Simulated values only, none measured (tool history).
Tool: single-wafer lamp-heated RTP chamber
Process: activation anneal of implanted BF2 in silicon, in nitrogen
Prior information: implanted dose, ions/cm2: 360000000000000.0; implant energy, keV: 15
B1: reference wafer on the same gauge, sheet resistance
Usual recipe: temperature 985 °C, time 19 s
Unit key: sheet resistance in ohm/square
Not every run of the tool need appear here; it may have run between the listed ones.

Run 1, day 0.000: usual settings; B1 319.03. Result: sheet resistance 345.82 ohm/square.
Run 2, day 1.612: usual settings; B1 318.86. Result: sheet resistance 345.47 ohm/square.
Run 3, day 5.250: usual settings but temperature 999 °C; B1 319.29. Result: sheet resistance 336.53 ohm/square.
Run 4, day 7.312: usual settings but temperature 971 °C, time 27 s; B1 319.04. Result: sheet resistance 355.14 ohm/square.
At day 8.279: reflector plate cleaned.
Run 5, day 9.312: usual settings; B1 319.09. Result: sheet resistance 345.98 ohm/square.
Run 6, day 13.229: usual settings; B1 318.80. Result: sheet resistance 345.71 ohm/square.
At day 14.417: pyrometer window cleaned and pyrometer calibrated.
Run 7, day 16.212: usual settings; B1 319.14. Result: sheet resistance 345.72 ohm/square.
Run 8, day 19.704: usual settings; B1 318.99. Result: sheet resistance 344.79 ohm/square.
Run 9, day 21.650: usual settings; B1 318.67. Result: sheet resistance 345.25 ohm/square.
Run 10, day 24.771: usual settings; B1 318.80. Result: sheet resistance 345.22 ohm/square.
Run 11, day 28.317: usual settings but temperature 996 °C; B1 319.03. Result: sheet resistance 336.97 ohm/square.
Run 12, day 30.796: usual settings; B1 319.11. Result: sheet resistance 345.07 ohm/square.
At day 31.321: reflector plate cleaned.
Run 13, day 33.308: usual settings; B1 318.98. Result: sheet resistance 345.39 ohm/square.
At day 35.808: pyrometer window cleaned and pyrometer calibrated.
Run 14, day 37.750: usual settings; B1 318.89. Result: sheet resistance 345.35 ohm/square.
Run 15, day 42.238: usual settings but temperature 1010 °C, time 16 s; B1 319.10. Result: sheet resistance 334.87 ohm/square.
At day 44.350: gauge calibrated.
Run 16, day 46.517: usual settings but temperature 962 °C, time 10 s; B1 318.83. Result: sheet resistance 386.74 ohm/square.
Run 17, day 49.100: usual settings; B1 318.78. Result: sheet resistance 346.93 ohm/square.
At day 50.762: reflector plate cleaned.
Run 18, day 51.446: usual settings but temperature 999 °C, time 23 s; B1 319.05. Result: sheet resistance 334.49 ohm/square.
Run 19, day 55.412: usual settings but temperature 966 °C, time 27 s; B1 319.10. Result: sheet resistance 361.83 ohm/square.
At day 57.975: pyrometer window cleaned and pyrometer calibrated.
Run 20, day 59.175: usual settings but time 23 s; B1 319.04. Result: sheet resistance 344.97 ohm/square.
Run 21, day 69.517: usual settings but time 14 s; B1 319.07. Result: sheet resistance 348.91 ohm/square.
At day 70.454: reflector plate cleaned.
Run 22, day 71.896: usual settings but temperature 973 °C; B1 318.98. Result: sheet resistance 358.57 ohm/square.
Run 23, day 74.683: usual settings but temperature 973 °C, time 26 s; B1 318.81. Result: sheet resistance 352.14 ohm/square.
At day 76.158: pyrometer window cleaned and pyrometer calibrated.
Run 24, day 76.212: usual settings but temperature 1007 °C, time 27 s; B1 318.99. Result: sheet resistance 331.92 ohm/square.
Run 25, day 79.738: usual settings but temperature 973 °C, time 26 s; B1 318.87. Result: sheet resistance 355.54 ohm/square.
Run 26, day 82.421: usual settings but temperature 971 °C, time 9 s; B1 319.37. Result: sheet resistance 372.65 ohm/square.

Alternative continuations, all from the tool just after run 26; predict every row:
Run A, day 82.438: usual settings but temperature 1012 °C; B1 ?. Result: sheet resistance ?.
Run B, day 82.438: usual settings but temperature 1008 °C, time 16 s; B1 ?. Result: sheet resistance ?.
Run C, day 82.438: usual settings but time 25 s; B1 ?. Result: sheet resistance ?.
Run D, day 82.438: usual settings but temperature 995 °C, time 9 s; B1 ?. Result: sheet resistance ?.
Run E, day 82.438: usual settings but temperature 994 °C; B1 ?. Result: sheet resistance ?.

run      B1  sheet resistance
  A  319.18            333.72
  B  319.18            336.40
  C  319.18            342.77
  D  319.18            347.45
  E  319.18            340.23
What these runs would have given with no unlogged condition in the tool:
run  sheet resistance
  A            333.72
  B            336.40
  C            342.77
  D            347.45
  E            340.23
